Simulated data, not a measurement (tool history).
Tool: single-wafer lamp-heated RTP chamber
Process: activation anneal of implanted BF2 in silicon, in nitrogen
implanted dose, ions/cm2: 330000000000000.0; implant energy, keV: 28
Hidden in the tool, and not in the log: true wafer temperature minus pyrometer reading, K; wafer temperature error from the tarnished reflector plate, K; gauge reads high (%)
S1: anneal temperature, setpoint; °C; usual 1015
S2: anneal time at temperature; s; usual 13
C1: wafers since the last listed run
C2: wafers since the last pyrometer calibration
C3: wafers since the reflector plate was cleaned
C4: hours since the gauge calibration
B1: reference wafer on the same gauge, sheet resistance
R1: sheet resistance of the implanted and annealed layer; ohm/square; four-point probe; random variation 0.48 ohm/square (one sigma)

Run 1, hour 0.0: usual settings but S1 993 °C; C1 0; C2 2259; C3 7325; C4 315.8; B1 278.00. Result: R1 320.96 ohm/square.
Run 2, hour 26.8: usual settings; C1 408; C2 2667; C3 7733; C4 342.6; B1 278.05. Result: R1 317.12 ohm/square.
Run 3, hour 41.0: usual settings; C1 216; C2 2883; C3 7949; C4 356.8; B1 277.96. Result: R1 317.99 ohm/square.
Run 4, hour 69.3: usual settings; C1 430; C2 3314; C3 8380; C4 385.1; B1 278.04. Result: R1 316.54 ohm/square.
At hour 89.0: pyrometer window cleaned and pyrometer calibrated.
Run 5, hour 89.5: usual settings but S2 10 s; C1 185; C2 7; C3 8566; C4 405.3; B1 278.02. Result: R1 318.28 ohm/square.
Run 6, hour 101.1: usual settings but S2 10 s; C1 176; C2 184; C3 8743; C4 416.9; B1 278.08. Result: R1 317.89 ohm/square.
Run 7, hour 131.2: usual settings; C1 458; C2 642; C3 9201; C4 447.0; B1 278.03. Result: R1 317.53 ohm/square.
Run 8, hour 147.5: usual settings; C1 248; C2 891; C3 9449; C4 463.3; B1 277.89. Result: R1 316.89 ohm/square.
Run 9, hour 181.7: usual settings but S1 995 °C; C1 520; C2 1411; C3 9970; C4 497.5; B1 278.06. Result: R1 319.98 ohm/square.
Run 10, hour 204.1: usual settings but S1 995 °C; C1 341; C2 1752; C3 10311; C4 519.9; B1 278.06. Result: R1 320.73 ohm/square.
Run 11, hour 235.6: usual settings but S1 995 °C; C1 479; C2 2232; C3 10791; C4 551.4; B1 277.96. Result: R1 320.19 ohm/square.
Run 12, hour 249.0: usual settings; C1 204; C2 2436; C3 10995; C4 564.8; B1 278.01. Result: R1 316.13 ohm/square.
At hour 286.0: pyrometer window cleaned and pyrometer calibrated.
Run 13, hour 286.5: usual settings; C1 449; C2 7; C3 11444; C4 602.3; B1 277.98. Result: R1 317.87 ohm/square.
Run 14, hour 310.4: usual settings; C1 363; C2 371; C3 11808; C4 626.2; B1 278.08. Result: R1 317.29 ohm/square.
Run 15, hour 326.6: usual settings but S2 7 s; C1 246; C2 617; C3 12054; C4 642.4; B1 278.02. Result: R1 319.04 ohm/square.
Run 16, hour 359.2: usual settings; C1 496; C2 1114; C3 12551; C4 675.0; B1 278.01. Result: R1 317.04 ohm/square.
Run 17, hour 387.1: usual settings; C1 424; C2 1539; C3 12976; C4 702.9; B1 277.95. Result: R1 318.17 ohm/square.
Run 18, hour 408.1: usual settings; C1 319; C2 1858; C3 13295; C4 723.9; B1 277.96. Result: R1 317.34 ohm/square.
At hour 422.0: reflector plate cleaned.
Run 19, hour 437.2: usual settings but S1 1007 °C; C1 321; C2 2180; C3 231; C4 753.0; B1 278.00. Result: R1 317.89 ohm/square.
Run 20, hour 485.8: usual settings but S1 1024 °C, S2 7 s; C1 740; C2 2920; C3 971; C4 801.6; B1 277.95. Result: R1 317.89 ohm/square.
At hour 499.1: pyrometer window cleaned and pyrometer calibrated.
Run 21, hour 510.2: usual settings; C1 249; C2 168; C3 1221; C4 826.0; B1 278.00. Result: R1 316.90 ohm/square.
Run 22, hour 528.6: usual settings; C1 280; C2 449; C3 1501; C4 844.4; B1 277.92. Result: R1 318.06 ohm/square.
Run 23, hour 555.8: usual settings; C1 414; C2 863; C3 1915; C4 871.6; B1 277.92. Result: R1 317.60 ohm/square.
Run 24, hour 585.6: usual settings but S1 1032 °C, S2 15 s; C1 453; C2 1317; C3 2369; C4 901.4; B1 278.00. Result: R1 315.71 ohm/square.
Run 25, hour 619.1: usual settings; C1 510; C2 1827; C3 2879; C4 934.9; B1 277.98. Result: R1 317.69 ohm/square.
At hour 631.5: gauge calibrated.
Run 26, hour 635.0: usual settings but S1 996 °C, S2 18 s; C1 242; C2 2069; C3 3121; C4 3.5; B1 277.95. Result: R1 318.55 ohm/square.
Run 27, hour 647.8: usual settings but S1 1024 °C; C1 194; C2 2264; C3 3316; C4 16.3; B1 278.06. Result: R1 316.53 ohm/square.
Run 28, hour 667.5: usual settings; C1 299; C2 2564; C3 3616; C4 36.0; B1 278.10. Result: R1 317.50 ohm/square.
Run 29, hour 686.9: usual settings; C1 295; C2 2859; C3 3911; C4 55.4; B1 277.97. Result: R1 317.51 ohm/square.
Run 30, hour 715.3: usual settings but S1 1005 °C, S2 9 s; C1 432; C2 3291; C3 4344; C4 83.8; B1 277.98. Result: R1 318.94 ohm/square.
At hour 723.6: pyrometer window cleaned and pyrometer calibrated.
Run 31, hour 807.2: usual settings but S1 985 °C, S2 8 s; C1 1277; C2 1272; C3 5621; C4 175.7; B1 278.03. Result: R1 325.24 ohm/square.
Run 32, hour 858.4: usual settings but S1 1003 °C, S2 20 s; C1 779; C2 2052; C3 6401; C4 226.9; B1 278.00. Result: R1 317.50 ohm/square.
Run 33, hour 872.7: usual settings but S1 1024 °C; C1 217; C2 2270; C3 6618; C4 241.2; B1 277.96. Result: R1 316.94 ohm/square.
Run 34, hour 896.8: usual settings but S1 1035 °C; C1 366; C2 2637; C3 6985; C4 265.3; B1 277.92. Result: R1 315.71 ohm/square.
At hour 913.2: pyrometer window cleaned and pyrometer calibrated.
Run 35, hour 931.2: usual settings but S1 1043 °C, S2 5 s; C1 401; C2 273; C3 7387; C4 299.7; B1 277.90. Result: R1 318.26 ohm/square.
Run 36, hour 953.2: usual settings but S1 1034 °C, S2 6 s; C1 334; C2 608; C3 7722; C4 321.7; B1 278.02. Result: R1 318.94 ohm/square.
Run 37, hour 988.9: usual settings but S1 1040 °C; C1 543; C2 1151; C3 8266; C4 357.4; B1 278.06. Result: R1 315.63 ohm/square.
Run 38, hour 1013.6: usual settings but S1 1033 °C, S2 17 s; C1 376; C2 1528; C3 8642; C4 382.1; B1 278.03. Result: R1 315.84 ohm/square.

What the log doesn't show, run by run:
true wafer temperature minus pyrometer reading, K: 0 in every run
wafer temperature error from the tarnished reflector plate, K: 0 in every run
gauge reads high (%): 0 in every run
